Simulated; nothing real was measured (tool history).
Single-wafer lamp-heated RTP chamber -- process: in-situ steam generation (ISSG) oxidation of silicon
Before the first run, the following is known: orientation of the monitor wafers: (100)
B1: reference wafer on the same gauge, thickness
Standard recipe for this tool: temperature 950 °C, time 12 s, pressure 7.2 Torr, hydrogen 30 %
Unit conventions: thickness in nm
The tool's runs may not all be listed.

Run 1, hour 0.0: usual settings; B1 3.802. Result: thickness 4.212 nm.
Run 2, hour 30.2: usual settings; B1 3.798. Result: thickness 4.227 nm.
Run 3, hour 55.6: usual settings; B1 3.798. Result: thickness 4.220 nm.
Run 4, hour 94.6: usual settings but time 14 s; B1 3.801. Result: thickness 4.483 nm.
Run 5, hour 133.4: usual settings but time 14 s; B1 3.801. Result: thickness 4.504 nm.
Run 6, hour 190.7: usual settings but time 14 s; B1 3.796. Result: thickness 4.485 nm.
At hour 287.7: hydrogen flow controller replaced.
At hour 318.5: pressure gauge zeroed.
At hour 322.4: gauge calibrated.
At hour 329.7: pyrometer window cleaned and pyrometer calibrated.
Run 7, hour 398.9: usual settings but temperature 965 °C, hydrogen 32 %; B1 3.800. Result: thickness 4.583 nm.
Run 8, hour 438.5: usual settings; B1 3.801. Result: thickness 4.304 nm.
At hour 495.8: pyrometer window cleaned and pyrometer calibrated, repeated, since the last time left the tool worse.
Run 9, hour 503.1: usual settings but temperature 968 °C, time 16 s, pressure 6.9 Torr, hydrogen 24 %; B1 3.802. Result: thickness 4.614 nm.
Run 10, hour 567.1: usual settings but pressure 6.9 Torr, hydrogen 32 %; B1 3.800. Result: thickness 4.285 nm.
Run 11, hour 595.3: usual settings but temperature 936 °C, hydrogen 32 %; B1 3.796. Result: thickness 4.163 nm.
Run 12, hour 662.3: usual settings; B1 3.798. Result: thickness 4.216 nm.
Run 13, hour 734.2: usual settings but time 16 s, hydrogen 21 %; B1 3.800. Result: thickness 4.246 nm.
Run 14, hour 779.7: usual settings; B1 3.796. Result: thickness 4.207 nm.
At hour 820.5: gauge calibrated.
Run 15, hour 827.8: usual settings but temperature 934 °C, hydrogen 32 %; B1 3.799. Result: thickness 4.150 nm.
Run 16, hour 879.1: usual settings but temperature 932 °C, time 9 s, pressure 6.9 Torr, hydrogen 32 %; B1 3.798. Result: thickness 3.774 nm.

Each row is a separate what-if for the run after 16, all from the same tool condition, not one after another. Results?
Run A, hour 879.5: usual settings but time 15 s; B1 ?. Result: thickness ?.
Run B, hour 879.5: usual settings but temperature 962 °C, time 10 s, hydrogen 32 %; B1 ?. Result: thickness ?.
Run C, hour 879.5: usual settings but pressure 8.7 Torr, hydrogen 32 %; B1 ?. Result: thickness ?.

run     B1  thickness
  A  3.800      4.586
  B  3.800      4.161
  C  3.800      4.253
What these runs would have given with no unlogged condition in the tool:
run  thickness
  A      4.532
  B      4.117
  C      4.208

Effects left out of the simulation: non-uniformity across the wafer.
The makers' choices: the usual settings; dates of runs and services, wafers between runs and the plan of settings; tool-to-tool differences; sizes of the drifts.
